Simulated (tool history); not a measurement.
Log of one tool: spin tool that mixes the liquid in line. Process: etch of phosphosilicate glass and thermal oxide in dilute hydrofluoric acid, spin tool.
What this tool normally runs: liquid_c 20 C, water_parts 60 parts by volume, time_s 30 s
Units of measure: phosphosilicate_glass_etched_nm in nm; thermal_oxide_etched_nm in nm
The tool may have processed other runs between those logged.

run	day	liquid_c	water_parts	time_s	wafers since the last listed run	hours since the thermometer was replaced	hours since the hydrofluoric acid flow meter was replaced	hours since the gauge calibration	read-back film thickness of the phosphosilicate glass reference wafer, read on the same gauge (nm)	read-back film thickness of the thermal oxide reference wafer, read on the same gauge (nm)	phosphosilicate_glass_etched_nm	thermal_oxide_etched_nm
1	0	19	60	30	0	346.7	180.4	85.3	40	110.013	66.12	2.187
2	0.783	20	60	30	272	365.5	199.2	104.1	40.03	109.988	69.18	2.302
3	1.546	20	60	30	265	383.8	217.5	122.4	40	110.016	68.73	2.241
4	2.562	20	85	20	353	408.2	241.9	146.8	39.99	110.02	31.37	1.046
5	3.45	20	85	20	308	429.5	263.2	168.1	40.03	109.986	31.77	1.059
6	3.975	20	70	40	182	442.1	275.8	180.7	40	109.993	78.26	2.622
7	4.675	17	60	45	243	458.9	292.6	197.5	39.99	109.996	91.95	3.046
8	5.612	20	85	30	325	481.4	315.1	220	40	109.981	47.82	1.606
9	6.992	20	40	30	479	514.5	348.2	253.1	40.01	110.028	108.81	3.609
10	8.475	22.5	70	30	515	550.1	383.8	288.7	40.03	110.017	66.16	2.229
# day 8.612: thermometer replaced
11	9.104	17	75	15	204	11.8	398.9	303.8	40.01	109.995	22.65	0.756
# day 9.517: hydrofluoric acid flow meter replaced
12	10.362	20	60	30	423	42	20.3	334	39.98	110.012	65.77	2.188
13	11.108	24.5	60	45	259	59.9	38.2	351.9	40	109.981	117.89	4.016
14	12.325	20	75	30	423	89.1	67.4	381.1	40.01	110.001	53.03	1.708
15	12.971	17	40	50	224	104.6	82.9	396.6	40.01	110.029	149.78	4.971
16	14.017	18.5	50	15	363	129.7	108	421.7	40.02	110.018	38.5	1.264
17	14.988	22.5	70	30	337	153	131.3	445	39.99	110.024	63.13	2.068
18	15.883	17	35	30	311	174.5	152.8	466.5	39.99	110.002	103.72	3.476
19	17.346	20	85	20	508	209.6	187.9	501.6	40	110.017	30.76	1.018
20	18.817	20	60	30	511	244.9	223.2	536.9	39.99	110.02	67.2	2.257
21	19.588	18	60	30	268	263.4	241.7	555.4	39.98	110.004	62.34	2.078
22	20.642	24	60	30	366	288.7	267	580.7	39.99	109.988	80.2	2.707
23	21.908	20	60	30	440	319.1	297.4	611.1	39.98	110.001	67.9	2.261
24	22.933	22	35	50	356	343.7	322	635.7	40	109.989	218.38	7.327
25	23.9	20	60	30	336	366.9	345.2	658.9	40.01	110.029	68.55	2.277
26	24.771	21.5	75	30	302	387.8	366.1	679.8	40.01	109.996	57.27	1.924

Consider 4 possible next runs. They are alternatives, not a sequence: every one starts from the tool as it was left by run 26. What does each give?
A	24.788	20	60	30	5	388.2	366.5	680.2	?	?	?	?
B	24.788	25	35	50	5	388.2	366.5	680.2	?	?	?	?
C	24.788	20	60	25	5	388.2	366.5	680.2	?	?	?	?
D	24.788	18.5	35	50	5	388.2	366.5	680.2	?	?	?	?

run	read-back film thickness of the phosphosilicate glass reference wafer, read on the same gauge (nm)	read-back film thickness of the thermal oxide reference wafer, read on the same gauge (nm)	phosphosilicate_glass_etched_nm	thermal_oxide_etched_nm
A	40.03	109.997	68.65	2.313
B	40.03	109.997	249.3	8.398
C	40.03	109.997	57.21	1.927
D	40.03	109.997	189.73	6.392
With no hidden state in the tool, these same runs would have given:
run	phosphosilicate_glass_etched_nm	thermal_oxide_etched_nm
A	65.39	2.203
B	237.68	8.007
C	54.49	1.836
D	180.45	6.079
